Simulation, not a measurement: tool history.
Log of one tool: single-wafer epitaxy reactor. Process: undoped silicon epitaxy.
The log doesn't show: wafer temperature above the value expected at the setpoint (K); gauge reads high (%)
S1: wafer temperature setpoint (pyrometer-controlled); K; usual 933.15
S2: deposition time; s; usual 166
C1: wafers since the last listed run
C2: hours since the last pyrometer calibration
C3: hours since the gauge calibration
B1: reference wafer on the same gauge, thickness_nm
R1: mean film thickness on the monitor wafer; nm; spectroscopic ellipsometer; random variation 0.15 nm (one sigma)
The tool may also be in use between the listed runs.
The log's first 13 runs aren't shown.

run	hour	S1	S2	C1	C2	C3	B1	R1
14	1463.5	941.15	166	1184	998.2	2076	35.595	43.27
# hour 1490.5: pyrometer calibrated
15	1563.4	941.15	166	584	72.9	2175.9	35.633	44.299
16	1622.8	921.15	181	377	132.3	2235.3	35.642	32.939
17	1677	921.15	181	344	186.5	2289.5	35.555	33.021
18	1783	933.15	166	674	292.5	2395.5	35.648	37.805
19	1877.3	945.15	155	600	386.8	2489.8	35.59	44.179
20	1976.7	944.15	152	632	486.2	2589.2	35.63	42.595
21	2015	940.15	149	243	524.5	2627.5	35.586	38.619
22	2062.1	933.15	166	299	571.6	2674.6	35.618	37.887
23	2206.8	919.15	152	920	716.3	2819.3	35.627	26.233
24	2285.8	938.15	138	502	795.3	2898.3	35.533	34.141
# hour 2388.1: pyrometer calibrated
25	2388.6	921.15	136	603	0.5	3001.1	35.623	24.868
# hour 2406.3: gauge calibrated
26	2463.4	947.15	147	475	75.3	57.1	35.617	44.048
27	2519.5	933.15	166	356	131.4	113.2	35.611	38.29
28	2607.4	933.15	166	559	219.3	201.1	35.596	38.302
29	2711.4	933.15	166	661	323.3	305.1	35.58	37.958
30	2786.1	940.15	198	475	398	379.8	35.606	51.838
31	2841.4	920.15	136	351	453.3	435.1	35.592	24.133
32	2928.9	921.15	181	556	540.8	522.6	35.61	32.958
33	3149.3	933.15	185	1402	761.2	743	35.584	42.031
34	3209.6	926.15	166	383	821.5	803.3	35.598	32.825

4 ways to go on from here, each from the tool as it stands after run 34. What would each give?
A	3210	920.15	166	2	821.9	803.7	?	?
B	3210	919.15	192	2	821.9	803.7	?	?
C	3210	927.15	166	2	821.9	803.7	?	?
D	3210	945.15	175	2	821.9	803.7	?	?

run	B1	R1
A	35.593	29.551
B	35.593	33.527
C	35.593	33.786
D	35.593	49.857
Without the tool's hidden state the same runs would have given:
run	R1
A	29.951
B	33.982
C	34.237
D	50.501

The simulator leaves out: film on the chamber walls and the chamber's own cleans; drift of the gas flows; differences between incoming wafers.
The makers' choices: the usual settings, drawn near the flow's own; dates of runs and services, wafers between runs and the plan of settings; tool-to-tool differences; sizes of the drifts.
